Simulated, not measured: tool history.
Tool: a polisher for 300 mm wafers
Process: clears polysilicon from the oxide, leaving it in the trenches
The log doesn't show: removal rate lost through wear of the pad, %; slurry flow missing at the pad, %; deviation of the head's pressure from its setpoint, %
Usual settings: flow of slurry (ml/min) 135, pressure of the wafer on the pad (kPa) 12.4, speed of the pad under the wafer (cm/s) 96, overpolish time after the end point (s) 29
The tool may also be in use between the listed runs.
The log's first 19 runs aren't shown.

run   hour  flow of slurry (ml/min)  pressure of the wafer on the pad (kPa)  speed of the pad under the wafer (cm/s)  overpolish time after the end point (s)  wafers since the last listed run  wafers polished on this pad  hours since the slurry nozzle was cleaned  hours since the head pressure was calibrated  incoming thickness of the incoming film, nm  time until the end point was called (s)  dishing of a wide line in a test structure (Å)
 20  215.7                      135                                    10.3                                      108                                       43                               111                          684                                       18.5                                          34.2                                        729.2                                     83.5                                             748
 21  224.4                      135                                    12.4                                      122                                       24                                78                          763                                       27.2                                          42.9                                        727.8                                     63.6                                             730
 22  232.8                      135                                    12.4                                       96                                       29                                76                          839                                       35.6                                          51.3                                        739.4                                     85.1                                             709
 23  244.8                      135                                    12.4                                       96                                       18                               108                          948                                       47.6                                          63.3                                        721.1                                     82.6                                             658
 24    262                      170                                     9.7                                      116                                       36                               155                         1104                                       64.8                                          80.5                                        740.1                                     80.6                                             748
 25  273.4                      105                                    15.2                                       96                                       29                               103                         1208                                       76.2                                          91.9                                        728.6                                     73.9                                             757
 26  287.1                      160                                    12.4                                       96                                       17                               124                         1332                                       89.9                                         105.6                                        736.7                                     82.4                                             641
 27  300.4                      135                                    12.4                                       96                                       15                               120                         1452                                      103.2                                         118.9                                        717.4                                     84.3                                             595
 28  309.6                      135                                    12.4                                       96                                       38                                83                         1536                                      112.4                                         128.1                                        745.9                                     89.1                                             734
     317.4  -- worn pad replaced by a new one
 29  323.2                      170                                    14.5                                      128                                       16                                87                           52                                        126                                         141.7                                        730.6                                     49.1                                             710
 30  336.4                      135                                     8.3                                       80                                       29                               119                          172                                      139.2                                         154.9                                        729.9                                    133.5                                             647
 31    351                      175                                    15.2                                      122                                       24                               132                          305                                      153.8                                         169.5                                        722.9                                       51                                             747
 32  360.3                      135                                    12.4                                      110                                       29                                84                          389                                      163.1                                         178.8                                        730.1                                     72.7                                             751
 33    378                      135                                    15.9                                       96                                       29                               160                          549                                      180.8                                         196.5                                        725.8                                     66.9                                             745
 34    395                      115                                    12.4                                      126                                       18                               154                          704                                      197.8                                         213.5                                        728.9                                     67.1                                             697
 35  409.1                      135                                    12.4                                       96                                       18                               127                          831                                      211.9                                         227.6                                        729.9                                     83.2                                             652
 36  417.4                      165                                    13.8                                       72                                       29                                75                          907                                      220.2                                         235.9                                        724.7                                     98.8                                             698

Forecast each of these 3 alternatives for the next run:
  A  417.9                      135                                    12.4                                       96                                       29                                 4                          911                                      220.7                                         236.4                                        726.2                                        ?                                               ?
  B  417.9                      115                                    12.4                                       96                                       29                                 4                          911                                      220.7                                         236.4                                        726.2                                        ?                                               ?
  C  417.9                      100                                    12.4                                       80                                       29                                 4                          911                                      220.7                                         236.4                                        726.2                                        ?                                               ?

run  time until the end point was called (s)  dishing of a wide line in a test structure (Å)
  A                                     85.5                                             727
  B                                       89                                             722
  C                                    111.1                                             690
Without the tool's hidden state the same runs would have given:
run  time until the end point was called (s)  dishing of a wide line in a test structure (Å)
  A                                     78.1                                             736
  B                                     80.7                                             733
  C                                    100.2                                             707
